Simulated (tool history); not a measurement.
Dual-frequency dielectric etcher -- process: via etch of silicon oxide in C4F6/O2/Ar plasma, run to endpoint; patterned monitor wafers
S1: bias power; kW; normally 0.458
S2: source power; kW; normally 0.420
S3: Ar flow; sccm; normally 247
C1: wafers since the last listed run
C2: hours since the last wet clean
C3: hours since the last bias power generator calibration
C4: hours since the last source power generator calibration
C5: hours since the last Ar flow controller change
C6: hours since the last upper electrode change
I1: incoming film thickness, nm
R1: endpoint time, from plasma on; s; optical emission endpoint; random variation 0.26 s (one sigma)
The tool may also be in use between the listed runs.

{"run": 1, "hour": 0.0, "S1": 0.458, "S2": 0.42, "S3": 247, "C1": 0, "C2": 717.6, "C3": 462.3, "C4": 1694.4, "C5": 4047.6, "C6": 2703.4, "I1": 177.8, "R1": 37.0}
{"hour": 62.5, "done": "wet clean of the chamber"}
{"run": 2, "hour": 79.1, "S1": 0.458, "S2": 0.42, "S3": 247, "C1": 682, "C2": 16.6, "C3": 541.4, "C4": 1773.5, "C5": 4126.7, "C6": 2782.5, "I1": 177.2, "R1": 35.5}
{"run": 3, "hour": 124.6, "S1": 0.458, "S2": 0.42, "S3": 247, "C1": 563, "C2": 62.1, "C3": 586.9, "C4": 1819.0, "C5": 4172.2, "C6": 2828.0, "I1": 176.8, "R1": 35.3}
{"hour": 138.2, "done": "Ar flow controller replaced"}
{"run": 4, "hour": 215.0, "S1": 0.52, "S2": 0.42, "S3": 247, "C1": 1045, "C2": 152.5, "C3": 677.3, "C4": 1909.4, "C5": 76.8, "C6": 2918.4, "I1": 178.0, "R1": 34.5}
{"run": 5, "hour": 293.6, "S1": 0.458, "S2": 0.42, "S3": 202, "C1": 973, "C2": 231.1, "C3": 755.9, "C4": 1988.0, "C5": 155.4, "C6": 2997.0, "I1": 179.1, "R1": 35.1}
{"run": 6, "hour": 397.4, "S1": 0.458, "S2": 0.42, "S3": 247, "C1": 1285, "C2": 334.9, "C3": 859.7, "C4": 2091.8, "C5": 259.2, "C6": 3100.8, "I1": 176.4, "R1": 36.2}
{"run": 7, "hour": 501.8, "S1": 0.362, "S2": 0.42, "S3": 247, "C1": 1292, "C2": 439.3, "C3": 964.1, "C4": 2196.2, "C5": 363.6, "C6": 3205.2, "I1": 180.7, "R1": 40.2}
{"hour": 619.5, "done": "upper electrode replaced"}
{"run": 8, "hour": 823.7, "S1": 0.458, "S2": 0.42, "S3": 247, "C1": 3688, "C2": 761.2, "C3": 1286.0, "C4": 2518.1, "C5": 685.5, "C6": 204.2, "I1": 178.1, "R1": 37.6}
{"hour": 850.0, "done": "wet clean of the chamber"}
{"run": 9, "hour": 861.2, "S1": 0.356, "S2": 0.46, "S3": 223, "C1": 167, "C2": 11.2, "C3": 1323.5, "C4": 2555.6, "C5": 723.0, "C6": 241.7, "I1": 179.1, "R1": 36.6}
{"run": 10, "hour": 918.8, "S1": 0.458, "S2": 0.42, "S3": 214, "C1": 713, "C2": 68.8, "C3": 1381.1, "C4": 2613.2, "C5": 780.6, "C6": 299.3, "I1": 177.2, "R1": 34.6}
{"run": 11, "hour": 974.6, "S1": 0.458, "S2": 0.42, "S3": 247, "C1": 690, "C2": 124.6, "C3": 1436.9, "C4": 2669.0, "C5": 836.4, "C6": 355.1, "I1": 175.3, "R1": 35.5}
{"run": 12, "hour": 1034.5, "S1": 0.458, "S2": 0.42, "S3": 247, "C1": 741, "C2": 184.5, "C3": 1496.8, "C4": 2728.9, "C5": 896.3, "C6": 415.0, "I1": 177.4, "R1": 35.6}
{"hour": 1109.3, "done": "source power generator calibrated"}
{"run": 13, "hour": 1172.9, "S1": 0.559, "S2": 0.45, "S3": 219, "C1": 1664, "C2": 322.9, "C3": 1635.2, "C4": 63.6, "C5": 1034.7, "C6": 553.4, "I1": 176.3, "R1": 32.0}
{"run": 14, "hour": 1221.5, "S1": 0.367, "S2": 0.48, "S3": 185, "C1": 601, "C2": 371.5, "C3": 1683.8, "C4": 112.2, "C5": 1083.3, "C6": 602.0, "I1": 178.9, "R1": 35.6}
{"run": 15, "hour": 1319.6, "S1": 0.458, "S2": 0.42, "S3": 214, "C1": 1214, "C2": 469.6, "C3": 1781.9, "C4": 210.3, "C5": 1181.4, "C6": 700.1, "I1": 177.4, "R1": 35.4}
{"run": 16, "hour": 1378.3, "S1": 0.458, "S2": 0.42, "S3": 218, "C1": 726, "C2": 528.3, "C3": 1840.6, "C4": 269.0, "C5": 1240.1, "C6": 758.8, "I1": 177.5, "R1": 35.5}
{"run": 17, "hour": 1440.6, "S1": 0.458, "S2": 0.49, "S3": 247, "C1": 771, "C2": 590.6, "C3": 1902.9, "C4": 331.3, "C5": 1302.4, "C6": 821.1, "I1": 178.7, "R1": 34.8}
{"run": 18, "hour": 1519.8, "S1": 0.458, "S2": 0.42, "S3": 309, "C1": 980, "C2": 669.8, "C3": 1982.1, "C4": 410.5, "C5": 1381.6, "C6": 900.3, "I1": 178.3, "R1": 38.0}
{"run": 19, "hour": 1598.9, "S1": 0.458, "S2": 0.33, "S3": 263, "C1": 979, "C2": 748.9, "C3": 2061.2, "C4": 489.6, "C5": 1460.7, "C6": 979.4, "I1": 176.8, "R1": 40.3}
{"hour": 1617.2, "done": "bias power generator calibrated"}
{"hour": 1763.2, "done": "wet clean of the chamber"}
{"run": 20, "hour": 1899.8, "S1": 0.554, "S2": 0.42, "S3": 247, "C1": 3379, "C2": 136.6, "C3": 282.6, "C4": 790.5, "C5": 1761.6, "C6": 1280.3, "I1": 178.0, "R1": 33.7}
{"run": 21, "hour": 1998.3, "S1": 0.458, "S2": 0.42, "S3": 305, "C1": 1219, "C2": 235.1, "C3": 381.1, "C4": 889.0, "C5": 1860.1, "C6": 1378.8, "I1": 179.2, "R1": 38.3}
{"run": 22, "hour": 2039.0, "S1": 0.458, "S2": 0.38, "S3": 305, "C1": 503, "C2": 275.8, "C3": 421.8, "C4": 929.7, "C5": 1900.8, "C6": 1419.5, "I1": 176.7, "R1": 38.7}
{"run": 23, "hour": 2083.7, "S1": 0.458, "S2": 0.5, "S3": 220, "C1": 553, "C2": 320.5, "C3": 466.5, "C4": 974.4, "C5": 1945.5, "C6": 1464.2, "I1": 175.8, "R1": 33.4}
{"run": 24, "hour": 2401.6, "S1": 0.458, "S2": 0.46, "S3": 188, "C1": 3936, "C2": 638.4, "C3": 784.4, "C4": 1292.3, "C5": 2263.4, "C6": 1782.1, "I1": 177.7, "R1": 35.1}
{"run": 25, "hour": 2499.3, "S1": 0.458, "S2": 0.46, "S3": 211, "C1": 1209, "C2": 736.1, "C3": 882.1, "C4": 1390.0, "C5": 2361.1, "C6": 1879.8, "I1": 177.2, "R1": 35.4}
{"run": 26, "hour": 2543.5, "S1": 0.368, "S2": 0.42, "S3": 247, "C1": 547, "C2": 780.3, "C3": 926.3, "C4": 1434.2, "C5": 2405.3, "C6": 1924.0, "I1": 178.1, "R1": 40.7}
{"run": 27, "hour": 2637.8, "S1": 0.548, "S2": 0.34, "S3": 247, "C1": 1167, "C2": 874.6, "C3": 1020.6, "C4": 1528.5, "C5": 2499.6, "C6": 2018.3, "I1": 179.3, "R1": 38.9}
{"hour": 2701.3, "done": "wet clean of the chamber"}
{"run": 28, "hour": 2738.4, "S1": 0.491, "S2": 0.46, "S3": 210, "C1": 948, "C2": 37.1, "C3": 1121.2, "C4": 1629.1, "C5": 2600.2, "C6": 2118.9, "I1": 178.5, "R1": 33.1}
{"run": 29, "hour": 2815.1, "S1": 0.524, "S2": 0.39, "S3": 247, "C1": 949, "C2": 113.8, "C3": 1197.9, "C4": 1705.8, "C5": 2676.9, "C6": 2195.6, "I1": 177.7, "R1": 35.4}

For some of the steps in R1 from one run to the next: how much would appear even if the tool had no hidden state, given the settings, what came in and random variation, and how much remains for the hidden state plus any gauge scatter that the measured result and the result without hidden state don't share?
Hidden conditions of the tool in this case: etch rate over this chamber's usual, %; bias power that arrives over what is set, %; source power that arrives over what is set, %; Ar flow that arrives over what is set, %.
Run 8 -> 9: S1 0.458 -> 0.356, S2 0.420 -> 0.460, S3 247 -> 223, wet clean of the chamber. R1 -1.0 s: hidden state -2.1, all else +1.1.
Run 19 -> 20: S1 0.458 -> 0.554, S2 0.330 -> 0.420, S3 263 -> 247, bias power generator calibrated, wet clean of the chamber. R1 -6.6 s: hidden state -0.6, all else -6.0.
Run 27 -> 28: S1 0.548 -> 0.491, S2 0.340 -> 0.460, S3 247 -> 210, wet clean of the chamber. R1 -5.8 s: hidden state -2.4, all else -3.4.
